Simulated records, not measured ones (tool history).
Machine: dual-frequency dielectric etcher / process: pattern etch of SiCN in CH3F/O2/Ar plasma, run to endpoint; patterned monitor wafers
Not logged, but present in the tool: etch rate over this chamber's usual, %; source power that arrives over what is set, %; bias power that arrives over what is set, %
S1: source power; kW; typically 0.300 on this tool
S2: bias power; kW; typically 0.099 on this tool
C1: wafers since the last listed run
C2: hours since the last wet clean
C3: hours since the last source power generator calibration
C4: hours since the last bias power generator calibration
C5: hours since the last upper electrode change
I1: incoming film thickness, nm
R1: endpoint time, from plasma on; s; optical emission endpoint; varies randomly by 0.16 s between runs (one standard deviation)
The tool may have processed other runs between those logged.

run	hour	S1	S2	C1	C2	C3	C4	C5	I1	R1
1	0.0	0.250	0.079	0	46.9	4718.3	3995.6	4442.7	8.11	24.9
2	22.4	0.300	0.099	273	69.3	4740.7	4018.0	4465.1	8.13	20.5
3	40.3	0.300	0.099	218	87.2	4758.6	4035.9	4483.0	8.19	21.0
4	67.8	0.300	0.099	336	114.7	4786.1	4063.4	4510.5	8.13	20.8
5	85.1	0.300	0.099	211	132.0	4803.4	4080.7	4527.8	8.22	20.5
6	104.6	0.250	0.099	238	151.5	4822.9	4100.2	4547.3	8.23	23.3
7	124.2	0.250	0.099	239	171.1	4842.5	4119.8	4566.9	8.17	22.9
8	155.2	0.250	0.099	379	202.1	4873.5	4150.8	4597.9	8.10	22.6
9	169.7	0.300	0.099	177	216.6	4888.0	4165.3	4612.4	8.23	20.6
10	186.5	0.300	0.099	205	233.4	4904.8	4182.1	4629.2	8.18	20.3
11	208.7	0.300	0.099	271	255.6	4927.0	4204.3	4651.4	8.24	20.5
12	229.1	0.300	0.099	249	276.0	4947.4	4224.7	4671.8	8.19	20.6
13	313.2	0.300	0.099	1028	360.1	5031.5	4308.8	4755.9	8.21	20.5
# hour 330.6: bias power generator calibrated
14	331.1	0.340	0.088	169	378.0	5049.4	0.5	4773.8	8.23	19.7
# hour 370.6: upper electrode replaced
15	371.1	0.300	0.099	195	418.0	5089.4	40.5	0.5	8.22	20.4
16	371.4	0.300	0.099	3	418.3	5089.7	40.8	0.8	8.19	20.1
17	384.0	0.250	0.099	154	430.9	5102.3	53.4	13.4	8.10	22.5
18	408.5	0.260	0.119	299	455.4	5126.8	77.9	37.9	8.24	20.7
19	424.0	0.300	0.099	189	470.9	5142.3	93.4	53.4	8.22	20.4
20	444.6	0.320	0.099	251	491.5	5162.9	114.0	74.0	8.22	19.6
21	472.1	0.300	0.116	336	519.0	5190.4	141.5	101.5	8.22	18.9
# hour 493.2: source power generator calibrated
22	493.7	0.300	0.082	215	540.6	0.5	163.1	123.1	8.22	21.9
23	516.3	0.230	0.090	276	563.2	23.1	185.7	145.7	8.20	24.7
24	542.5	0.360	0.121	320	589.4	49.3	211.9	171.9	8.12	16.6
# hour 582.9: wet clean of the chamber
25	583.4	0.230	0.107	206	0.5	90.2	252.8	212.8	8.29	23.9
26	595.1	0.240	0.120	143	12.2	101.9	264.5	224.5	8.32	22.5
27	637.5	0.350	0.112	518	54.6	144.3	306.9	266.9	8.14	18.2
28	650.3	0.300	0.099	156	67.4	157.1	319.7	279.7	8.26	21.0
29	682.3	0.300	0.099	391	99.4	189.1	351.7	311.7	8.26	20.7
30	713.2	0.260	0.076	377	130.3	220.0	382.6	342.6	8.19	24.6
31	730.4	0.370	0.099	210	147.5	237.2	399.8	359.8	8.17	18.3
32	759.5	0.300	0.112	355	176.6	266.3	428.9	388.9	8.11	19.5
33	782.8	0.300	0.099	284	199.9	289.6	452.2	412.2	8.19	20.6
34	810.0	0.260	0.081	332	227.1	316.8	479.4	439.4	8.13	24.1
35	862.3	0.330	0.074	639	279.4	369.1	531.7	491.7	8.23	21.6
36	886.7	0.250	0.113	298	303.8	393.5	556.1	516.1	8.23	21.7

What the log doesn't show, run by run:
source power that arrives over what is set, %: 0 on each run
bias power that arrives over what is set, %: 0 on each run
H1: etch rate over this chamber's usual, %
run	H1
1	0.453
2	0.588
3	0.695
4	0.861
5	0.965
6	1.08
7	1.2
8	1.39
9	1.47
10	1.57
11	1.71
12	1.83
13	2.34
14	2.44
15	2.68
16	2.68
17	2.76
18	2.91
19	3
20	3.12
21	3.29
22	3.42
23	3.56
24	3.71
25	0.274
26	0.344
27	0.599
28	0.676
29	0.868
30	1.05
31	1.16
32	1.33
33	1.47
34	1.64
35	1.95
36	2.1

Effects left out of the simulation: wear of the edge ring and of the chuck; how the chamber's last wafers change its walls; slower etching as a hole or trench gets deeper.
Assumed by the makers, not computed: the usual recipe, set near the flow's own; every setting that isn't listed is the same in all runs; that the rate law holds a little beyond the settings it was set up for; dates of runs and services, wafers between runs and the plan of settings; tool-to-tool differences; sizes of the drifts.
